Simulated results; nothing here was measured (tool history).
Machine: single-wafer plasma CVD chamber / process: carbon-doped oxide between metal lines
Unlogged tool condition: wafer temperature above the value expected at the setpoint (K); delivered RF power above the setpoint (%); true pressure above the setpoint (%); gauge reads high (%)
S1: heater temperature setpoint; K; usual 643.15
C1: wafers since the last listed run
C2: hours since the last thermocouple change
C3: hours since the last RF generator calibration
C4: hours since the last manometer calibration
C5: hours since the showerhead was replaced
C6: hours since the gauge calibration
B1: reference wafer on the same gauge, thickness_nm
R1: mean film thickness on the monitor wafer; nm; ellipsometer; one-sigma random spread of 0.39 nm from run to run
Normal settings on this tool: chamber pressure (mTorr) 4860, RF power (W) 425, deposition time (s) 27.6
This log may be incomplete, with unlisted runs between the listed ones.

run 1 hour=0.0 | S1=643.15 chamber_pressure_(mTorr)=4860 RF_power_(W)=425 deposition_time_(s)=27.6 | C1=0 C2=334.7 C3=798.9 C4=337.3 C5=2283.8 C6=319.8 | B1=101.969 | R1=122.616
run 2 hour=85.5 | S1=643.15 chamber_pressure_(mTorr)=4860 RF_power_(W)=425 deposition_time_(s)=27.6 | C1=2926 C2=420.2 C3=884.4 C4=422.8 C5=2369.3 C6=405.3 | B1=102.018 | R1=121.324
run 3 hour=131.2 | S1=638.15 chamber_pressure_(mTorr)=4860 RF_power_(W)=425 deposition_time_(s)=30.1 | C1=1564 C2=465.9 C3=930.1 C4=468.5 C5=2415.0 C6=451.0 | B1=101.944 | R1=135.067
run 4 hour=238.0 | S1=638.15 chamber_pressure_(mTorr)=4860 RF_power_(W)=425 deposition_time_(s)=30.1 | C1=3655 C2=572.7 C3=1036.9 C4=575.3 C5=2521.8 C6=557.8 | B1=102.018 | R1=135.348
run 5 hour=287.4 | S1=638.15 chamber_pressure_(mTorr)=4860 RF_power_(W)=425 deposition_time_(s)=30.1 | C1=1690 C2=622.1 C3=1086.3 C4=624.7 C5=2571.2 C6=607.2 | B1=102.050 | R1=134.306
run 6 hour=379.4 | S1=647.15 chamber_pressure_(mTorr)=4860 RF_power_(W)=425 deposition_time_(s)=27.6 | C1=3149 C2=714.1 C3=1178.3 C4=716.7 C5=2663.2 C6=699.2 | B1=101.877 | R1=120.526
run 7 hour=447.2 | S1=647.15 chamber_pressure_(mTorr)=4860 RF_power_(W)=425 deposition_time_(s)=27.6 | C1=2320 C2=781.9 C3=1246.1 C4=784.5 C5=2731.0 C6=767.0 | B1=101.954 | R1=120.890
run 8 hour=672.7 | S1=647.15 chamber_pressure_(mTorr)=4860 RF_power_(W)=425 deposition_time_(s)=27.6 | C1=7718 C2=1007.4 C3=1471.6 C4=1010.0 C5=2956.5 C6=992.5 | B1=102.015 | R1=120.382
run 9 hour=721.6 | S1=643.15 chamber_pressure_(mTorr)=4860 RF_power_(W)=425 deposition_time_(s)=27.6 | C1=1673 C2=1056.3 C3=1520.5 C4=1058.9 C5=3005.4 C6=1041.4 | B1=102.100 | R1=121.531
run 10 hour=815.7 | S1=643.15 chamber_pressure_(mTorr)=4860 RF_power_(W)=425 deposition_time_(s)=27.6 | C1=3221 C2=1150.4 C3=1614.6 C4=1153.0 C5=3099.5 C6=1135.5 | B1=101.968 | R1=122.335
-- hour=861.4 capacitance manometer re-zeroed and calibrated
-- hour=968.3 showerhead replaced
run 11 hour=1121.6 | S1=630.15 chamber_pressure_(mTorr)=4860 RF_power_(W)=355 deposition_time_(s)=27.6 | C1=9923 C2=1456.3 C3=1920.5 C4=260.2 C5=153.3 C6=1441.4 | B1=102.043 | R1=114.419
-- hour=1158.7 gauge calibrated
run 12 hour=1199.4 | S1=634.15 chamber_pressure_(mTorr)=4050 RF_power_(W)=425 deposition_time_(s)=27.6 | C1=2663 C2=1534.1 C3=1998.3 C4=338.0 C5=231.1 C6=40.7 | B1=101.987 | R1=118.612
-- hour=1244.4 RF generator calibrated
run 13 hour=1263.6 | S1=629.15 chamber_pressure_(mTorr)=5500 RF_power_(W)=355 deposition_time_(s)=32.2 | C1=1923 C2=1598.3 C3=19.2 C4=402.2 C5=295.3 C6=104.9 | B1=101.925 | R1=139.221
-- hour=1406.1 thermocouple changed; heater temperature recalibrated
run 14 hour=1525.2 | S1=655.15 chamber_pressure_(mTorr)=5330 RF_power_(W)=375 deposition_time_(s)=22.6 | C1=8680 C2=119.1 C3=280.8 C4=663.8 C5=556.9 C6=366.5 | B1=102.048 | R1=93.924
run 15 hour=1569.7 | S1=643.15 chamber_pressure_(mTorr)=4330 RF_power_(W)=425 deposition_time_(s)=27.6 | C1=1523 C2=163.6 C3=325.3 C4=708.3 C5=601.4 C6=411.0 | B1=101.986 | R1=118.971
run 16 hour=1649.7 | S1=643.15 chamber_pressure_(mTorr)=4860 RF_power_(W)=465 deposition_time_(s)=27.6 | C1=2738 C2=243.6 C3=405.3 C4=788.3 C5=681.4 C6=491.0 | B1=101.984 | R1=128.007
run 17 hour=1690.1 | S1=629.15 chamber_pressure_(mTorr)=5500 RF_power_(W)=355 deposition_time_(s)=32.2 | C1=1382 C2=284.0 C3=445.7 C4=828.7 C5=721.8 C6=531.4 | B1=101.955 | R1=138.196
run 18 hour=1763.5 | S1=643.15 chamber_pressure_(mTorr)=4860 RF_power_(W)=425 deposition_time_(s)=27.6 | C1=2512 C2=357.4 C3=519.1 C4=902.1 C5=795.2 C6=604.8 | B1=101.990 | R1=121.596
run 19 hour=1821.5 | S1=634.15 chamber_pressure_(mTorr)=4860 RF_power_(W)=425 deposition_time_(s)=27.6 | C1=1985 C2=415.4 C3=577.1 C4=960.1 C5=853.2 C6=662.8 | B1=102.025 | R1=124.608
run 20 hour=1928.4 | S1=643.15 chamber_pressure_(mTorr)=4860 RF_power_(W)=365 deposition_time_(s)=27.6 | C1=3659 C2=522.3 C3=684.0 C4=1067.0 C5=960.1 C6=769.7 | B1=102.027 | R1=112.416

4 ways to go on from here, each from the tool as it stands after run 20. What would each give?
run A hour=1928.8 | S1=643.15 chamber_pressure_(mTorr)=4860 RF_power_(W)=425 deposition_time_(s)=27.6 | C1=13 C2=522.7 C3=684.4 C4=1067.4 C5=960.5 C6=770.1 | B1=? | R1=?
run B hour=1928.8 | S1=643.15 chamber_pressure_(mTorr)=4860 RF_power_(W)=505 deposition_time_(s)=29.0 | C1=13 C2=522.7 C3=684.4 C4=1067.4 C5=960.5 C6=770.1 | B1=? | R1=?
run C hour=1928.8 | S1=633.15 chamber_pressure_(mTorr)=4860 RF_power_(W)=425 deposition_time_(s)=24.5 | C1=13 C2=522.7 C3=684.4 C4=1067.4 C5=960.5 C6=770.1 | B1=? | R1=?
run D hour=1928.8 | S1=643.15 chamber_pressure_(mTorr)=4450 RF_power_(W)=425 deposition_time_(s)=27.6 | C1=13 C2=522.7 C3=684.4 C4=1067.4 C5=960.5 C6=770.1 | B1=? | R1=?

run=A B1=102.025 R1=122.254
run=B B1=102.025 R1=139.859
run=C B1=102.025 R1=111.345
run=D B1=102.025 R1=119.692
The same runs, with their run-to-run variation unchanged, on a tool lacking any hidden condition would have given:
run=A R1=122.027
run=B R1=139.549
run=C R1=111.093
run=D R1=119.470
